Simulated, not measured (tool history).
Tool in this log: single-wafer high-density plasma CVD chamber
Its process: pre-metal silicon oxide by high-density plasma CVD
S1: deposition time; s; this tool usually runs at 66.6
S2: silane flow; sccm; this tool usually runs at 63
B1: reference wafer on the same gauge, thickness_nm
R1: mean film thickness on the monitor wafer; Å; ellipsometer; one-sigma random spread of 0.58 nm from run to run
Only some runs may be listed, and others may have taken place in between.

run	hour	S1	S2	B1	R1
1	0	66.6	63	361.995	3679.04
2	32.2	66.6	63	362.211	3681.38
3	50.6	66.6	63	361.973	3678.33
4	66.3	66.6	63	361.953	3691.8
5	82.2	66.6	63	362.057	3682.22
6	110.9	66.6	63	361.898	3671.15
7	130.7	66.6	63	361.895	3676.99
8	148.3	66.6	63	362.039	3670.03
9	162.2	72.3	63	361.898	3981.68
10	195.3	72.3	63	361.894	3994.58
11	228.7	72.3	63	362.162	3989.98
12	264.2	58.2	63	362.104	3353.18
13	288.7	54.3	54	361.889	2756.26
14	305.3	66.6	63	361.877	3841.5
15	319.6	66.6	63	361.992	3846.84
16	343.8	56.7	75	362.068	3805.88
17	371.5	66.6	63	361.917	3845.6
18	399.2	75.7	52	362.166	3711.04
19	420.3	66.6	74	361.884	4423.07
20	451.2	75.6	63	361.872	4360.15
21	487.2	77.4	52	362.094	3796.85
22	504	60.7	58	362.1	3275.17
23	532.4	66.6	63	362.031	3845.79

Put back what was entered between runs (2 entries, withheld): which listed runs does each sit between, and how does the hidden state differ from the listed run before to the listed run after?
Logged between run 11 and run 12: silane flow controller replaced (hour 252.4)
  delivered silane flow above the setpoint (%): -5.37 -> -0.106
  measured value less the no-hidden-state value, R1: -192.18 -> -3.04 Å
Logged between run 16 and run 17: gauge calibrated (hour 362.1)
  delivered silane flow above the setpoint (%): -0.108 -> -0.109
  measured value less the no-hidden-state value, R1: -3.51 -> -3.6 Å
